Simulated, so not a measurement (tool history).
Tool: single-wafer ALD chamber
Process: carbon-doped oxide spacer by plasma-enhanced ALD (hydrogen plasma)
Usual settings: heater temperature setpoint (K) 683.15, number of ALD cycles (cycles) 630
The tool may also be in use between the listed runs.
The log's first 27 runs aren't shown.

run	day	heater temperature setpoint (K)	number of ALD cycles (cycles)	read-back reference wafer on the same gauge, thickness_nm	mean film thickness on the monitor wafer (angstrom)
28	84.829	675.15	571	32.995	312.45
29	87.158	688.15	545	32.997	283.39
30	91.229	683.15	578	33.000	309.12
31	94.788	676.15	537	33.007	294.19
32	96.333	683.15	728	32.987	385.99
# day 99.892: gauge calibrated
33	100.321	688.15	691	32.966	361.15
34	102.875	669.15	536	33.006	295.10
35	104.862	698.15	563	33.005	283.49
36	115.196	691.15	521	32.995	267.34
37	127.517	675.15	522	33.005	282.17
38	129.104	674.15	569	33.015	308.38
39	132.521	677.15	667	33.014	358.98
40	136.288	678.15	630	32.978	337.70
41	138.883	692.15	692	33.007	348.63

Forecast each of these 4 alternatives for the next run:
A	138.942	683.15	630	?	?
B	138.942	669.15	630	?	?
C	138.942	689.15	542	?	?
D	138.942	688.15	678	?	?

run	read-back reference wafer on the same gauge, thickness_nm	mean film thickness on the monitor wafer (angstrom)
A	33.008	331.06
B	33.008	347.07
C	33.008	278.69
D	33.008	349.89
Without the tool's hidden state the same runs would have given:
run	mean film thickness on the monitor wafer (angstrom)
A	336.66
B	347.07
C	283.50
D	355.92

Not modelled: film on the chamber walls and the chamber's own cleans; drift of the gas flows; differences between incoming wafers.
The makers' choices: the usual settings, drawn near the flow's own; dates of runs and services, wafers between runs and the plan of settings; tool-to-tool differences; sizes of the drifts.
